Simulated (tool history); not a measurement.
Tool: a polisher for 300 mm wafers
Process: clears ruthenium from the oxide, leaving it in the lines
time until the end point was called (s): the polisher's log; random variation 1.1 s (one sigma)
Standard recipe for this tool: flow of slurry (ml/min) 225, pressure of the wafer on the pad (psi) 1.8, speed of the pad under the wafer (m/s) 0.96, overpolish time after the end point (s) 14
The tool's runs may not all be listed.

run,day,flow of slurry (ml/min),pressure of the wafer on the pad (psi),speed of the pad under the wafer (m/s),overpolish time after the end point (s),"incoming thickness of the incoming film, nm",time until the end point was called (s)
1,0.000,225,1.8,0.80,14,101.5,108.5
2,0.271,225,1.8,0.96,14,100.6,89.8
3,0.692,225,1.8,0.96,14,100.2,88.7
4,1.296,225,1.8,0.96,14,100.7,89.7
5,1.946,160,1.8,0.96,14,98.3,92.4
6,2.271,160,1.8,0.96,14,102.1,94.6
# day 2.683: head pressure recalibrated
7,2.708,160,1.8,0.96,14,100.2,92.8
8,3.029,225,1.8,0.96,14,100.7,91.1
# day 3.196: worn pad replaced by a new one
9,3.288,225,1.8,0.96,14,98.4,88.3
10,3.775,225,1.8,0.96,14,100.7,89.3
11,4.104,225,1.8,0.96,14,100.9,90.8
12,4.450,225,1.8,0.96,14,98.6,88.1
13,6.608,225,1.8,0.96,14,98.2,86.1
14,6.975,225,1.8,0.96,14,100.3,87.9
15,7.571,225,1.8,0.96,14,100.2,90.1
16,8.046,225,1.8,0.96,14,102.2,91.5
17,8.358,225,1.8,0.96,14,101.3,90.2
18,9.442,170,1.5,1.16,7,100.7,88.5
19,10.117,150,1.8,0.96,14,101.0,94.5
20,10.725,155,1.2,0.72,19,99.7,165.1
# day 11.175: worn pad replaced by a new one
21,11.200,225,1.8,0.96,14,101.1,90.3
22,11.846,225,1.2,0.96,17,100.0,116.0
23,12.229,225,1.8,0.96,14,101.1,89.6
# day 12.558: slurry nozzle cleaned
24,12.621,225,1.5,1.14,14,101.1,83.3
25,13.096,255,1.8,0.96,8,100.0,87.3
26,13.538,225,1.8,0.96,18,99.5,87.9
27,13.871,225,2.1,0.96,21,100.9,80.1
28,14.533,255,1.8,0.96,7,98.8,85.7
29,14.817,225,2.1,0.96,14,99.7,77.1
30,15.221,185,1.8,0.96,14,100.9,92.0
31,15.879,180,1.8,1.12,17,100.8,79.4
32,16.954,225,2.3,0.96,14,100.7,76.2
33,17.554,225,1.5,0.96,14,100.8,102.0
34,18.050,270,1.3,1.26,16,100.8,84.3
# day 18.425: worn pad replaced by a new one
35,18.450,225,1.8,0.96,14,99.9,88.8
36,18.821,225,1.5,0.72,14,100.0,133.0
37,19.383,225,1.4,0.88,19,99.8,115.5
38,20.117,185,1.8,0.96,14,99.7,89.6

3 options for the next run, each taken on its own from the tool as it stands now. Forecast them:
A,20.138,225,1.8,0.96,14,99.4,?
B,20.138,225,1.2,1.18,14,99.4,?
C,20.138,225,1.4,0.96,18,99.4,?

run,time until the end point was called (s)
A,89.9
B,96.3
C,107.1
The same runs, with their run-to-run variation unchanged, on a tool lacking any hidden condition would have given:
run,time until the end point was called (s)
A,89.9
B,96.3
C,107.1
